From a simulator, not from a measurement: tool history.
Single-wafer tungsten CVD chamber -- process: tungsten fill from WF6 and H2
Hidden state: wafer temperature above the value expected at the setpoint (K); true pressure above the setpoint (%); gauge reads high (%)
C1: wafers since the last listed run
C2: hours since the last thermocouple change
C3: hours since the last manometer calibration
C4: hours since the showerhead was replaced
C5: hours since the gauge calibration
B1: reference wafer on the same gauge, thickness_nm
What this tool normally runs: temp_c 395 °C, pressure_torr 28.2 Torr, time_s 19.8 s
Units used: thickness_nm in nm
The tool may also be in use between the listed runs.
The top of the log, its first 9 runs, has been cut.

run 10 day=18.433 | temp_c=383 pressure_torr=28.2 time_s=19.8 | C1=2171 C2=209.7 C3=1427.6 C4=2725.9 C5=125.1 | B1=53.943 | thickness_nm=43.220
run 11 day=20.425 | temp_c=383 pressure_torr=28.2 time_s=19.8 | C1=1489 C2=257.5 C3=1475.4 C4=2773.7 C5=172.9 | B1=53.890 | thickness_nm=43.196
run 12 day=22.083 | temp_c=400 pressure_torr=23.7 time_s=16.6 | C1=1239 C2=297.3 C3=1515.2 C4=2813.5 C5=212.7 | B1=53.959 | thickness_nm=44.412
run 13 day=23.258 | temp_c=406 pressure_torr=22.9 time_s=18.3 | C1=878 C2=325.5 C3=1543.4 C4=2841.7 C5=240.9 | B1=53.952 | thickness_nm=53.113
run 14 day=25.854 | temp_c=395 pressure_torr=28.2 time_s=19.8 | C1=1940 C2=387.8 C3=1605.7 C4=2904.0 C5=303.2 | B1=53.878 | thickness_nm=53.197
run 15 day=27.188 | temp_c=401 pressure_torr=30.9 time_s=17.9 | C1=996 C2=419.8 C3=1637.7 C4=2936.0 C5=335.2 | B1=53.876 | thickness_nm=55.845
run 16 day=28.388 | temp_c=390 pressure_torr=25.7 time_s=23.7 | C1=897 C2=448.6 C3=1666.5 C4=2964.8 C5=364.0 | B1=53.832 | thickness_nm=56.207
run 17 day=31.062 | temp_c=395 pressure_torr=28.2 time_s=19.8 | C1=1999 C2=512.8 C3=1730.7 C4=3029.0 C5=428.2 | B1=53.920 | thickness_nm=53.454
-- day=32.108 capacitance manometer re-zeroed and calibrated
run 18 day=32.583 | temp_c=395 pressure_torr=28.2 time_s=19.8 | C1=887 C2=549.3 C3=11.4 C4=3065.5 C5=464.7 | B1=53.942 | thickness_nm=51.636
run 19 day=34.496 | temp_c=395 pressure_torr=28.2 time_s=19.8 | C1=1429 C2=595.2 C3=57.3 C4=3111.4 C5=510.6 | B1=53.904 | thickness_nm=51.376
run 20 day=35.675 | temp_c=406 pressure_torr=28.2 time_s=21.4 | C1=881 C2=623.5 C3=85.6 C4=3139.7 C5=538.9 | B1=53.865 | thickness_nm=66.866
-- day=36.521 showerhead replaced
run 21 day=38.621 | temp_c=385 pressure_torr=28.2 time_s=22.6 | C1=1953 C2=694.2 C3=156.3 C4=50.4 C5=609.6 | B1=53.847 | thickness_nm=49.765
run 22 day=39.871 | temp_c=395 pressure_torr=28.2 time_s=19.8 | C1=934 C2=724.2 C3=186.3 C4=80.4 C5=639.6 | B1=53.961 | thickness_nm=52.106
run 23 day=41.692 | temp_c=406 pressure_torr=26.1 time_s=22.0 | C1=1361 C2=767.9 C3=230.0 C4=124.1 C5=683.3 | B1=53.830 | thickness_nm=66.113
run 24 day=43.967 | temp_c=399 pressure_torr=33.2 time_s=17.7 | C1=1700 C2=822.5 C3=284.6 C4=178.7 C5=737.9 | B1=53.894 | thickness_nm=53.243
run 25 day=44.975 | temp_c=388 pressure_torr=32.4 time_s=21.2 | C1=753 C2=846.7 C3=308.8 C4=202.9 C5=762.1 | B1=53.910 | thickness_nm=52.582
run 26 day=47.917 | temp_c=382 pressure_torr=34.1 time_s=21.0 | C1=2199 C2=917.3 C3=379.4 C4=273.5 C5=832.7 | B1=53.903 | thickness_nm=48.454
run 27 day=50.392 | temp_c=391 pressure_torr=28.2 time_s=23.0 | C1=1850 C2=976.7 C3=438.8 C4=332.9 C5=892.1 | B1=53.974 | thickness_nm=56.996
run 28 day=54.700 | temp_c=382 pressure_torr=28.2 time_s=19.8 | C1=3220 C2=1080.1 C3=542.2 C4=436.3 C5=995.5 | B1=53.970 | thickness_nm=41.845
run 29 day=55.962 | temp_c=395 pressure_torr=28.2 time_s=19.8 | C1=943 C2=1110.4 C3=572.5 C4=466.6 C5=1025.8 | B1=53.827 | thickness_nm=51.863
-- day=56.371 thermocouple changed; heater temperature recalibrated
run 30 day=57.158 | temp_c=395 pressure_torr=28.2 time_s=19.8 | C1=644 C2=18.9 C3=601.2 C4=495.3 C5=1054.5 | B1=53.852 | thickness_nm=52.144
run 31 day=58.242 | temp_c=395 pressure_torr=28.2 time_s=19.8 | C1=809 C2=44.9 C3=627.2 C4=521.3 C5=1080.5 | B1=53.888 | thickness_nm=52.115
run 32 day=60.021 | temp_c=406 pressure_torr=28.2 time_s=18.4 | C1=1330 C2=87.6 C3=669.9 C4=564.0 C5=1123.2 | B1=53.893 | thickness_nm=57.849
run 33 day=62.704 | temp_c=404 pressure_torr=34.2 time_s=19.8 | C1=2006 C2=152.0 C3=734.3 C4=628.4 C5=1187.6 | B1=53.853 | thickness_nm=66.388

Predict each of these 5 candidate next runs independently; none follows another, all start after run 33:
run A day=62.721 | temp_c=395 pressure_torr=28.2 time_s=19.8 | C1=12 C2=152.4 C3=734.7 C4=628.8 C5=1188.0 | B1=? | thickness_nm=?
run B day=62.721 | temp_c=395 pressure_torr=28.2 time_s=18.4 | C1=12 C2=152.4 C3=734.7 C4=628.8 C5=1188.0 | B1=? | thickness_nm=?
run C day=62.721 | temp_c=380 pressure_torr=33.5 time_s=18.4 | C1=12 C2=152.4 C3=734.7 C4=628.8 C5=1188.0 | B1=? | thickness_nm=?
run D day=62.721 | temp_c=395 pressure_torr=30.9 time_s=16.1 | C1=12 C2=152.4 C3=734.7 C4=628.8 C5=1188.0 | B1=? | thickness_nm=?
run E day=62.721 | temp_c=395 pressure_torr=22.6 time_s=19.8 | C1=12 C2=152.4 C3=734.7 C4=628.8 C5=1188.0 | B1=? | thickness_nm=?

run=A B1=53.875 thickness_nm=52.049
run=B B1=53.875 thickness_nm=48.353
run=C B1=53.875 thickness_nm=40.699
run=D B1=53.875 thickness_nm=44.235
run=E B1=53.875 thickness_nm=46.567
With no hidden state in the tool, these same runs would have given:
run=A thickness_nm=50.997
run=B thickness_nm=47.375
run=C thickness_nm=39.887
run=D thickness_nm=43.353
run=E thickness_nm=45.614
